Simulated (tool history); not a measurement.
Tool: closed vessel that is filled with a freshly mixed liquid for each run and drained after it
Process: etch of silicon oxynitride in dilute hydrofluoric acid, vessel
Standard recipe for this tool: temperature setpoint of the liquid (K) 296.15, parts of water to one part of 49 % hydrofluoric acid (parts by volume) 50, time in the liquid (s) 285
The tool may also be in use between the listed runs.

run	hour	temperature setpoint of the liquid (K)	parts of water to one part of 49 % hydrofluoric acid (parts by volume)	time in the liquid (s)	read-back film thickness of the silicon oxynitride reference wafer, read on the same gauge (nm)	thickness taken off the silicon oxynitride on a monitor wafer (Å)
1	0	294.65	50	285	40.01	241.5
2	63	294.65	50	285	40.02	241.9
3	142.7	294.65	50	285	40	242.3
4	183.1	296.15	50	285	40	259.8
5	222.7	296.15	50	285	39.99	263.3
6	297.4	296.15	50	285	40	258.3
7	352.8	296.15	50	285	39.98	260.6
8	453.9	296.15	50	285	40.02	258.3
# hour 679.9: thermometer replaced
9	698.4	294.15	50	285	39.97	236.6
# hour 748.1: hydrofluoric acid flow meter replaced
10	752.7	294.15	50	285	40.01	235.6
11	804	296.15	45	285	40.01	290.5
12	891.9	296.15	45	285	39.99	291.5
13	980.3	296.15	50	285	40	259.4
14	1047.9	293.15	50	145	40.01	114
15	1102.5	296.15	30	285	39.99	438.1
# hour 1143.7: gauge calibrated
16	1162.7	296.15	50	285	40	259.5
17	1245.4	297.65	25	155	40.01	308.7
18	1323.6	299.65	55	395	40	388.9
19	1362.2	300.65	50	285	39.99	324.9
20	1427.4	296.15	50	285	40.02	262.6
21	1528.4	292.65	40	345	40.04	334.6
22	1801.9	294.15	60	425	40	291.7
23	1844.2	292.65	30	285	40.01	366.7
24	1896.5	297.65	30	240	40.03	396.7
25	1966.9	296.15	70	235	39.98	150

Each row is a separate what-if for the run after 25, all from the same tool condition, not one after another. Results?
A	1967.6	296.15	50	435	?	?
B	1967.6	299.15	60	285	?	?
C	1967.6	292.15	50	365	?	?
D	1967.6	300.15	50	285	?	?

run	read-back film thickness of the silicon oxynitride reference wafer, read on the same gauge (nm)	thickness taken off the silicon oxynitride on a monitor wafer (Å)
A	39.98	397.8
B	39.98	249
C	39.98	273.4
D	39.98	316.3
Take away the tool's hidden state, keep each run's random variation, and the runs would have read:
run	thickness taken off the silicon oxynitride on a monitor wafer (Å)
A	397.8
B	249
C	273.4
D	316.3

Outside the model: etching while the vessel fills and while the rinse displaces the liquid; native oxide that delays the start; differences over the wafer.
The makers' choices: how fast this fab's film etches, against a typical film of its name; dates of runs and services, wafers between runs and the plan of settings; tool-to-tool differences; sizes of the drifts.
